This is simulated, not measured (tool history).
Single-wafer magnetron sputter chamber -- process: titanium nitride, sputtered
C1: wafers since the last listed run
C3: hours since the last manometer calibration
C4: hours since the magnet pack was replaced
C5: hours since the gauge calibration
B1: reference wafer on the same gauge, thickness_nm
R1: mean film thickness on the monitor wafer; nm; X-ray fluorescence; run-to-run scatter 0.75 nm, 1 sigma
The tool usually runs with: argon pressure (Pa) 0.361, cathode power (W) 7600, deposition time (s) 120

{"run": 1, "hour": 0.0, "argon pressure (Pa)": 0.361, "cathode power (W)": 7600, "deposition time (s)": 120, "C1": 0, "wafers on the sputter target": 3442, "C3": 2579.1, "C4": 7666.6, "C5": 241.0, "B1": 155.064, "R1": 176.996}
{"run": 2, "hour": 15.0, "argon pressure (Pa)": 0.361, "cathode power (W)": 7600, "deposition time (s)": 102, "C1": 183, "wafers on the sputter target": 3625, "C3": 2594.1, "C4": 7681.6, "C5": 256.0, "B1": 155.047, "R1": 149.55}
{"run": 3, "hour": 33.6, "argon pressure (Pa)": 0.361, "cathode power (W)": 7600, "deposition time (s)": 120, "C1": 227, "wafers on the sputter target": 3852, "C3": 2612.7, "C4": 7700.2, "C5": 274.6, "B1": 154.899, "R1": 175.798}
{"run": 4, "hour": 46.1, "argon pressure (Pa)": 0.361, "cathode power (W)": 7600, "deposition time (s)": 120, "C1": 152, "wafers on the sputter target": 4004, "C3": 2625.2, "C4": 7712.7, "C5": 287.1, "B1": 155.084, "R1": 177.018}
{"hour": 46.5, "done": "gauge calibrated"}
{"run": 5, "hour": 69.0, "argon pressure (Pa)": 0.361, "cathode power (W)": 7600, "deposition time (s)": 120, "C1": 279, "wafers on the sputter target": 4284, "C3": 2648.1, "C4": 7735.6, "C5": 22.5, "B1": 154.906, "R1": 177.056}
{"run": 6, "hour": 100.8, "argon pressure (Pa)": 0.361, "cathode power (W)": 7600, "deposition time (s)": 120, "C1": 388, "wafers on the sputter target": 4672, "C3": 2679.9, "C4": 7767.4, "C5": 54.3, "B1": 154.851, "R1": 175.354}
{"run": 7, "hour": 113.7, "argon pressure (Pa)": 0.361, "cathode power (W)": 7600, "deposition time (s)": 120, "C1": 157, "wafers on the sputter target": 4830, "C3": 2692.8, "C4": 7780.3, "C5": 67.2, "B1": 155.022, "R1": 176.279}
{"run": 8, "hour": 131.0, "argon pressure (Pa)": 0.291, "cathode power (W)": 6100, "deposition time (s)": 120, "C1": 211, "wafers on the sputter target": 5041, "C3": 2710.1, "C4": 7797.6, "C5": 84.5, "B1": 154.87, "R1": 148.726}
{"run": 9, "hour": 150.6, "argon pressure (Pa)": 0.291, "cathode power (W)": 6100, "deposition time (s)": 120, "C1": 239, "wafers on the sputter target": 5280, "C3": 2729.7, "C4": 7817.2, "C5": 104.1, "B1": 154.93, "R1": 149.438}
{"run": 10, "hour": 163.6, "argon pressure (Pa)": 0.291, "cathode power (W)": 6100, "deposition time (s)": 120, "C1": 158, "wafers on the sputter target": 5439, "C3": 2742.7, "C4": 7830.2, "C5": 117.1, "B1": 154.921, "R1": 149.788}
{"run": 11, "hour": 185.7, "argon pressure (Pa)": 0.361, "cathode power (W)": 7600, "deposition time (s)": 120, "C1": 269, "wafers on the sputter target": 5709, "C3": 2764.8, "C4": 7852.3, "C5": 139.2, "B1": 154.941, "R1": 174.933}
{"run": 12, "hour": 218.7, "argon pressure (Pa)": 0.361, "cathode power (W)": 7600, "deposition time (s)": 120, "C1": 402, "wafers on the sputter target": 6111, "C3": 2797.8, "C4": 7885.3, "C5": 172.2, "B1": 155.111, "R1": 172.27}
{"run": 13, "hour": 252.3, "argon pressure (Pa)": 0.361, "cathode power (W)": 7600, "deposition time (s)": 120, "C1": 410, "wafers on the sputter target": 6522, "C3": 2831.4, "C4": 7918.9, "C5": 205.8, "B1": 154.942, "R1": 173.589}
{"hour": 266.7, "done": "magnet pack replaced"}
{"run": 14, "hour": 271.8, "argon pressure (Pa)": 0.361, "cathode power (W)": 9450, "deposition time (s)": 100, "C1": 140, "wafers on the sputter target": 6662, "C3": 2850.9, "C4": 5.1, "C5": 225.3, "B1": 155.026, "R1": 175.326}
{"run": 15, "hour": 304.5, "argon pressure (Pa)": 0.361, "cathode power (W)": 7600, "deposition time (s)": 120, "C1": 399, "wafers on the sputter target": 7061, "C3": 2883.6, "C4": 37.8, "C5": 258.0, "B1": 154.991, "R1": 171.961}
{"run": 16, "hour": 317.1, "argon pressure (Pa)": 0.361, "cathode power (W)": 7600, "deposition time (s)": 102, "C1": 153, "wafers on the sputter target": 7215, "C3": 2896.2, "C4": 50.4, "C5": 270.6, "B1": 154.941, "R1": 145.303}
{"run": 17, "hour": 340.9, "argon pressure (Pa)": 0.361, "cathode power (W)": 9250, "deposition time (s)": 120, "C1": 290, "wafers on the sputter target": 7506, "C3": 2920.0, "C4": 74.2, "C5": 294.4, "B1": 154.913, "R1": 203.661}
{"hour": 349.8, "done": "gauge calibrated"}
{"run": 18, "hour": 362.6, "argon pressure (Pa)": 0.245, "cathode power (W)": 7600, "deposition time (s)": 111, "C1": 264, "wafers on the sputter target": 7770, "C3": 2941.7, "C4": 95.9, "C5": 12.8, "B1": 154.869, "R1": 167.641}
{"hour": 372.0, "done": "sputter target and shields replaced"}
{"hour": 375.0, "done": "capacitance manometer re-zeroed and calibrated"}
{"run": 19, "hour": 392.1, "argon pressure (Pa)": 0.249, "cathode power (W)": 5900, "deposition time (s)": 120, "C1": 226, "wafers on the sputter target": 208, "C3": 17.1, "C4": 125.4, "C5": 42.3, "B1": 154.86, "R1": 150.444}
{"run": 20, "hour": 437.0, "argon pressure (Pa)": 0.361, "cathode power (W)": 7600, "deposition time (s)": 135, "C1": 548, "wafers on the sputter target": 756, "C3": 62.0, "C4": 170.3, "C5": 87.2, "B1": 155.034, "R1": 197.67}
{"run": 21, "hour": 459.1, "argon pressure (Pa)": 0.408, "cathode power (W)": 7600, "deposition time (s)": 120, "C1": 269, "wafers on the sputter target": 1026, "C3": 84.1, "C4": 192.4, "C5": 109.3, "B1": 154.918, "R1": 172.207}
{"run": 22, "hour": 493.4, "argon pressure (Pa)": 0.361, "cathode power (W)": 7600, "deposition time (s)": 107, "C1": 418, "wafers on the sputter target": 1445, "C3": 118.4, "C4": 226.7, "C5": 143.6, "B1": 154.867, "R1": 156.605}
{"run": 23, "hour": 519.4, "argon pressure (Pa)": 0.41, "cathode power (W)": 9350, "deposition time (s)": 120, "C1": 317, "wafers on the sputter target": 1762, "C3": 144.4, "C4": 252.7, "C5": 169.6, "B1": 154.95, "R1": 205.344}
{"run": 24, "hour": 531.7, "argon pressure (Pa)": 0.361, "cathode power (W)": 7600, "deposition time (s)": 120, "C1": 150, "wafers on the sputter target": 1912, "C3": 156.7, "C4": 265.0, "C5": 181.9, "B1": 154.953, "R1": 175.36}

For some of the steps in R1 from one run to the next: how much would appear even if the tool had no hidden state, given the settings, what came in and random variation, and how much remains for the hidden state plus any gauge scatter that the measured result and the result without hidden state don't share?
Hidden state present: deposition rate above that of a new target (%); true argon pressure above the setpoint (%); gauge reads high (%).
Run 16 -> 17: cathode power (W) 7600 -> 9250, deposition time (s) 102 -> 120. R1 +58.358 nm: hidden state -2.623, all else +60.981.
Run 18 -> 19: argon pressure (Pa) 0.245 -> 0.249, cathode power (W) 7600 -> 5900, deposition time (s) 111 -> 120, sputter target and shields replaced, capacitance manometer re-zeroed and calibrated. R1 -17.197 nm: hidden state +5.245, all else -22.442.
Run 22 -> 23: argon pressure (Pa) 0.361 -> 0.410, cathode power (W) 7600 -> 9350, deposition time (s) 107 -> 120. R1 +48.739 nm: hidden state -0.703, all else +49.442.
